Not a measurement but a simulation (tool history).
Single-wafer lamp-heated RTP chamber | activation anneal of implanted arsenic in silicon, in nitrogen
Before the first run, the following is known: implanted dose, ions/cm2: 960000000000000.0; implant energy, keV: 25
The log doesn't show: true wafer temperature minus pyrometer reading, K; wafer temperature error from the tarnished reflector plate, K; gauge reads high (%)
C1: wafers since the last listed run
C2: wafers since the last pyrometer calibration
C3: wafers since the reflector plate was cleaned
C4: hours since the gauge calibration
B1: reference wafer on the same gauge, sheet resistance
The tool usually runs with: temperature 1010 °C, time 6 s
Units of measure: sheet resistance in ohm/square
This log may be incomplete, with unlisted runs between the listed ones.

Run 1, hour 0.0: usual settings but time 7 s; C1 0; C2 2361; C3 2361; C4 567.2; B1 160.99. Result: sheet resistance 134.25 ohm/square.
At hour 40.0: pyrometer window cleaned and pyrometer calibrated.
At hour 139.7: gauge calibrated.
Run 2, hour 195.2: usual settings; C1 3345; C2 2773; C3 5707; C4 55.5; B1 160.98. Result: sheet resistance 134.83 ohm/square.
At hour 236.4: pyrometer window cleaned and pyrometer calibrated.
Run 3, hour 236.9: usual settings; C1 602; C2 8; C3 6309; C4 97.2; B1 161.03. Result: sheet resistance 138.17 ohm/square.
Run 4, hour 263.1: usual settings; C1 468; C2 476; C3 6778; C4 123.4; B1 161.00. Result: sheet resistance 137.19 ohm/square.
Run 5, hour 312.6: usual settings; C1 884; C2 1361; C3 7662; C4 172.9; B1 160.90. Result: sheet resistance 136.36 ohm/square.
Run 6, hour 355.1: usual settings but time 5 s; C1 759; C2 2120; C3 8422; C4 215.4; B1 160.97. Result: sheet resistance 136.50 ohm/square.
Run 7, hour 414.8: usual settings but time 5 s; C1 1066; C2 3187; C3 9489; C4 275.1; B1 161.03. Result: sheet resistance 136.55 ohm/square.
At hour 423.0: reflector plate cleaned.
At hour 427.1: pyrometer window cleaned and pyrometer calibrated.
Run 8, hour 454.5: usual settings but temperature 1024 °C, time 5 s; C1 493; C2 489; C3 489; C4 314.8; B1 161.04. Result: sheet resistance 134.36 ohm/square.
Run 9, hour 489.1: usual settings but temperature 1024 °C, time 5 s; C1 618; C2 1107; C3 1107; C4 349.4; B1 161.06. Result: sheet resistance 134.36 ohm/square.
Run 10, hour 530.3: usual settings; C1 736; C2 1843; C3 1843; C4 390.6; B1 160.94. Result: sheet resistance 136.09 ohm/square.
Run 11, hour 555.2: usual settings but temperature 1030 °C; C1 445; C2 2288; C3 2288; C4 415.5; B1 161.02. Result: sheet resistance 132.02 ohm/square.
At hour 595.4: pyrometer window cleaned and pyrometer calibrated.
Run 12, hour 595.9: usual settings but temperature 1030 °C; C1 584; C2 8; C3 2873; C4 456.2; B1 161.13. Result: sheet resistance 132.95 ohm/square.
Run 13, hour 617.6: usual settings; C1 387; C2 396; C3 3261; C4 477.9; B1 161.03. Result: sheet resistance 136.45 ohm/square.
Run 14, hour 646.4: usual settings but temperature 996 °C, time 4 s; C1 514; C2 911; C3 3775; C4 506.7; B1 161.05. Result: sheet resistance 141.78 ohm/square.
At hour 704.8: gauge calibrated.
Run 15, hour 714.7: usual settings but temperature 992 °C, time 7 s; C1 1220; C2 2132; C3 4996; C4 9.9; B1 161.04. Result: sheet resistance 137.36 ohm/square.
Run 16, hour 756.7: usual settings; C1 750; C2 2882; C3 5747; C4 51.9; B1 160.89. Result: sheet resistance 134.53 ohm/square.
At hour 779.9: pyrometer window cleaned and pyrometer calibrated.
Run 17, hour 805.5: usual settings; C1 729; C2 457; C3 6476; C4 100.7; B1 160.97. Result: sheet resistance 136.77 ohm/square.
Run 18, hour 838.5: usual settings but temperature 988 °C, time 7 s; C1 589; C2 1047; C3 7066; C4 133.7; B1 161.04. Result: sheet resistance 140.16 ohm/square.
Run 19, hour 902.3: usual settings but temperature 1018 °C, time 9 s; C1 1140; C2 2187; C3 8206; C4 197.5; B1 160.96. Result: sheet resistance 130.76 ohm/square.
Run 20, hour 934.0: usual settings but temperature 990 °C, time 7 s; C1 566; C2 2754; C3 8772; C4 229.2; B1 161.00. Result: sheet resistance 138.23 ohm/square.

Consider 3 possible next runs. They are alternatives, not a sequence: every one starts from the tool as it was left by run 20. What does each give?
Run A, hour 934.4: usual settings but time 9 s; C1 7; C2 2761; C3 8779; C4 229.6; B1 ?. Result: sheet resistance ?.
Run B, hour 934.4: usual settings but temperature 985 °C; C1 7; C2 2761; C3 8779; C4 229.6; B1 ?. Result: sheet resistance ?.
Run C, hour 934.4: usual settings but temperature 1036 °C, time 4 s; C1 7; C2 2761; C3 8779; C4 229.6; B1 ?. Result: sheet resistance ?.

run      B1  sheet resistance
  A  161.01            132.47
  B  161.01            141.26
  C  161.01            133.61
What these runs would have given with no unlogged condition in the tool:
run  sheet resistance
  A            134.76
  B            144.27
  C            135.67
